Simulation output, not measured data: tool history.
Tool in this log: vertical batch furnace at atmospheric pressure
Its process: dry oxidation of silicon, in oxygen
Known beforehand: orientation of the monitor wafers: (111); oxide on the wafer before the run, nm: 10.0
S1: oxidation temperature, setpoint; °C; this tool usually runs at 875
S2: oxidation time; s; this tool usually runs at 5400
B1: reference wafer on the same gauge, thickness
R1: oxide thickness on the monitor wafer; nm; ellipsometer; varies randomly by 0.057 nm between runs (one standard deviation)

run,hour,S1,S2,B1,R1
1,0.0,875,3630,43.99,32.06
2,14.3,875,3630,44.01,32.00
3,46.2,875,3630,43.99,32.17
# hour 51.8: gauge calibrated
4,61.5,875,4830,43.99,37.54
5,82.4,875,4830,43.99,37.57
6,107.5,875,4830,44.01,37.71
7,137.2,875,5400,44.01,40.04
# hour 173.0: boat lift adjusted
# hour 193.9: thermocouples replaced and temperature profile calibrated
8,194.4,875,5400,44.00,38.22
9,199.5,875,5400,44.02,38.21
10,221.4,893,5400,43.98,44.51
11,240.8,867,4110,44.00,30.81
# hour 260.4: gauge calibrated
12,266.5,854,8010,44.02,39.83
13,280.8,859,6210,44.01,35.95
14,299.2,875,3480,44.00,30.08
15,327.4,851,6930,44.00,35.65
16,359.8,875,5400,44.01,38.21

Run 17 comes next. What will it give?
17,383.8,863,6990,?,?

Run 17 measured B1 44.03, R1 39.79 nm.
If the tool had no hidden condition, the same run with the same run-to-run variation would have returned R1 39.74 nm.

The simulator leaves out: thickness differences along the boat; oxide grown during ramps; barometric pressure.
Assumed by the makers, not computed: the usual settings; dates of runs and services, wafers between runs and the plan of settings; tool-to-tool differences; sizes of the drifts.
